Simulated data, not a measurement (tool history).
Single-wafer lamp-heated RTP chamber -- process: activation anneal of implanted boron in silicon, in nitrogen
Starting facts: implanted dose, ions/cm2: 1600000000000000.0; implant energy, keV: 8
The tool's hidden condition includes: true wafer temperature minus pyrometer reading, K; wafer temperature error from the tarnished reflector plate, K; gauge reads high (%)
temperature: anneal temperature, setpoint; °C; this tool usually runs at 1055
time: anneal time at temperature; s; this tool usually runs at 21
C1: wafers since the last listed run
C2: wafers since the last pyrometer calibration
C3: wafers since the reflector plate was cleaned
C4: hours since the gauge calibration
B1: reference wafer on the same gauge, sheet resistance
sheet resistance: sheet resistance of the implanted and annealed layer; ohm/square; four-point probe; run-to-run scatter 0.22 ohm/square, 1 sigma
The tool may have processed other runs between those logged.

{"run": 1, "hour": 0.0, "temperature": 1055, "time": 21, "C1": 0, "C2": 2092, "C3": 4984, "C4": 25.1, "B1": 92.12, "sheet resistance": 92.15}
{"run": 2, "hour": 44.1, "temperature": 1055, "time": 21, "C1": 593, "C2": 2686, "C3": 5578, "C4": 69.2, "B1": 92.14, "sheet resistance": 91.81}
{"run": 3, "hour": 76.4, "temperature": 1055, "time": 21, "C1": 434, "C2": 3121, "C3": 6013, "C4": 101.5, "B1": 92.26, "sheet resistance": 92.41}
{"run": 4, "hour": 134.8, "temperature": 1055, "time": 21, "C1": 786, "C2": 3907, "C3": 6799, "C4": 159.9, "B1": 92.23, "sheet resistance": 92.15}
{"hour": 281.3, "done": "pyrometer window cleaned and pyrometer calibrated"}
{"run": 5, "hour": 337.0, "temperature": 1055, "time": 21, "C1": 2614, "C2": 749, "C3": 9414, "C4": 362.1, "B1": 93.08, "sheet resistance": 93.41}
{"run": 6, "hour": 383.4, "temperature": 1055, "time": 21, "C1": 624, "C2": 1374, "C3": 10039, "C4": 408.5, "B1": 93.28, "sheet resistance": 93.05}
{"hour": 451.1, "done": "gauge calibrated"}
{"run": 7, "hour": 451.5, "temperature": 1055, "time": 21, "C1": 916, "C2": 2291, "C3": 10955, "C4": 0.4, "B1": 92.54, "sheet resistance": 92.43}
{"hour": 467.6, "done": "reflector plate cleaned"}
{"run": 8, "hour": 507.5, "temperature": 1055, "time": 29, "C1": 646, "C2": 2937, "C3": 537, "C4": 56.4, "B1": 92.49, "sheet resistance": 88.68}
{"run": 9, "hour": 572.8, "temperature": 1064, "time": 21, "C1": 879, "C2": 3816, "C3": 1416, "C4": 121.7, "B1": 92.55, "sheet resistance": 89.24}
{"run": 10, "hour": 639.0, "temperature": 1026, "time": 21, "C1": 891, "C2": 4708, "C3": 2307, "C4": 187.9, "B1": 92.67, "sheet resistance": 106.26}

What will run 11 give?
{"run": 11, "hour": 698.6, "temperature": 1065, "time": 13, "C1": 802, "C2": 5510, "C3": 3110, "C4": 247.5, "B1": "?", "sheet resistance": "?"}

B1: 92.80
sheet resistance: 94.13 ohm/square
Were there no unlogged condition in the tool, this run, its random variation unchanged, would have produced sheet resistance 93.33 ohm/square.
